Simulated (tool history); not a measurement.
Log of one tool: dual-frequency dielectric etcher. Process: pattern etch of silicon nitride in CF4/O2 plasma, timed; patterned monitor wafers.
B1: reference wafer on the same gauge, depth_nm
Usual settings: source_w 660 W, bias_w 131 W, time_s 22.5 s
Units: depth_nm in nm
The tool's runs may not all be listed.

run 1 hour=0.0 | source_w=660 bias_w=131 time_s=22.5 | B1=62.1 | depth_nm=59.4
run 2 hour=16.1 | source_w=660 bias_w=131 time_s=22.5 | B1=62.5 | depth_nm=58.3
run 3 hour=45.5 | source_w=700 bias_w=131 time_s=22.5 | B1=62.3 | depth_nm=61.4
run 4 hour=78.5 | source_w=660 bias_w=149 time_s=20.5 | B1=62.2 | depth_nm=54.9
run 5 hour=94.4 | source_w=660 bias_w=131 time_s=24.5 | B1=62.5 | depth_nm=64.3
run 6 hour=115.1 | source_w=660 bias_w=131 time_s=26.0 | B1=62.5 | depth_nm=68.5
-- hour=141.6 upper electrode replaced, of another model than before
run 7 hour=207.4 | source_w=540 bias_w=118 time_s=20.5 | B1=62.5 | depth_nm=37.3
run 8 hour=243.4 | source_w=660 bias_w=111 time_s=22.5 | B1=62.1 | depth_nm=55.6
run 9 hour=277.8 | source_w=660 bias_w=147 time_s=29.0 | B1=62.3 | depth_nm=81.2
run 10 hour=297.3 | source_w=660 bias_w=131 time_s=22.5 | B1=62.3 | depth_nm=59.8
run 11 hour=358.5 | source_w=770 bias_w=153 time_s=29.5 | B1=62.1 | depth_nm=105.2
run 12 hour=371.0 | source_w=770 bias_w=131 time_s=25.0 | B1=62.4 | depth_nm=83.7
run 13 hour=397.5 | source_w=500 bias_w=153 time_s=22.5 | B1=62.2 | depth_nm=40.1
run 14 hour=420.1 | source_w=660 bias_w=119 time_s=22.5 | B1=62.3 | depth_nm=58.1
-- hour=452.4 source power generator calibrated
run 15 hour=453.0 | source_w=540 bias_w=103 time_s=15.5 | B1=62.5 | depth_nm=27.3
run 16 hour=483.9 | source_w=730 bias_w=118 time_s=22.5 | B1=62.5 | depth_nm=67.5
run 17 hour=497.2 | source_w=730 bias_w=118 time_s=22.5 | B1=62.4 | depth_nm=67.5
-- hour=522.5 wet clean of the chamber
run 18 hour=523.0 | source_w=660 bias_w=131 time_s=16.5 | B1=62.4 | depth_nm=42.5
-- hour=540.7 bias power generator calibrated
run 19 hour=542.4 | source_w=540 bias_w=114 time_s=20.5 | B1=62.3 | depth_nm=35.9

Run 20 comes next. What will it give?
run 20 hour=567.2 | source_w=560 bias_w=112 time_s=24.5 | B1=? | depth_nm=?

B1: 62.4
depth_nm: 45.5 nm
Without the tool's hidden state the same run would have given depth_nm 45.5 nm.
